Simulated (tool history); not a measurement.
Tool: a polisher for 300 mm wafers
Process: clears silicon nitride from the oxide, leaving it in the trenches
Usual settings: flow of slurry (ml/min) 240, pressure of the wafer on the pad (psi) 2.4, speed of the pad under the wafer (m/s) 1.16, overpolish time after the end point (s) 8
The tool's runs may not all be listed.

run,hour,flow of slurry (ml/min),pressure of the wafer on the pad (psi),speed of the pad under the wafer (m/s),overpolish time after the end point (s),wafers since the last listed run,wafers polished on this pad,hours since the slurry nozzle was cleaned,hours since the head pressure was calibrated,"incoming thickness of the incoming film, nm",time until the end point was called (s)
1,0,240,2.4,1.16,8,0,523,318.8,144.5,129.2,112.9
2,61,240,2.4,1.16,8,378,901,379.8,205.5,130.2,115.7
3,91.6,270,2.4,1.16,8,189,1091,410.4,236.1,127.9,117.2
# hour 115.1: slurry nozzle cleaned
# hour 123.5: worn pad replaced by a new one
4,124,270,2.4,1.16,8,169,3,8.9,268.5,130.4,115.4
5,190.5,270,2.4,1.16,8,412,415,75.4,335,130.1,115.6
6,219.6,240,2.8,1.16,8,180,595,104.5,364.1,130.2,104.7
7,276,240,2.8,1.16,8,349,945,160.9,420.5,130.8,100.7
# hour 340.2: worn pad replaced by a new one
8,342.3,240,2.4,1.16,8,386,13,227.2,486.8,129.4,118.8
9,367.6,240,2.4,1.16,8,156,169,252.5,512.1,129.1,116.2
10,430.3,240,2.4,1.16,8,388,558,315.2,574.8,129.7,114.5
11,499.4,240,2.4,1.16,8,428,987,384.3,643.9,130.1,119.7
12,527.2,240,2.4,1.16,8,172,1159,412.1,671.7,130.1,116.9
# hour 564.1: head pressure recalibrated
13,581.7,265,2.4,1.52,8,325,1484,466.6,17.6,129.4,88.9
# hour 595.2: worn pad replaced by a new one
# hour 627.7: slurry nozzle cleaned
14,633.8,240,2.4,1.32,8,291,232,6.1,69.7,131.7,103.4
15,683.3,240,2.8,0.88,8,306,539,55.6,119.2,129.7,130.3
16,718.5,170,2.4,1.16,8,218,757,90.8,154.4,128.5,123
# hour 795.3: worn pad replaced by a new one
17,910.7,285,2.4,0.82,8,1166,715,283,346.6,129.3,160.5
18,981.2,240,2.4,1.16,8,437,1152,353.5,417.1,129.3,116
19,1036.4,175,2.4,1.38,12,342,1494,408.7,472.3,129.9,104.9
# hour 1042.6: worn pad replaced by a new one
20,1090.2,160,2.8,1.34,12,308,295,462.5,526.1,128.6,94.2
21,1135.9,240,2.4,1.16,8,283,578,508.2,571.8,130.1,115
# hour 1139.5: slurry nozzle cleaned
22,1171.5,270,2.4,1.16,10,214,792,32,607.4,129.7,114.7

Forecast each of these 4 alternatives for the next run:
A,1172,240,2.4,1.16,8,3,795,32.5,607.9,129.3,?
B,1172,305,2.4,1.32,4,3,795,32.5,607.9,129.3,?
C,1172,275,1.7,0.84,12,3,795,32.5,607.9,129.3,?
D,1172,295,2.6,1.16,5,3,795,32.5,607.9,129.3,?

run,time until the end point was called (s)
A,114.6
B,98.2
C,220
D,103.4
Without the tool's hidden state the same runs would have given:
run,time until the end point was called (s)
A,114.6
B,98.2
C,220
D,103.4
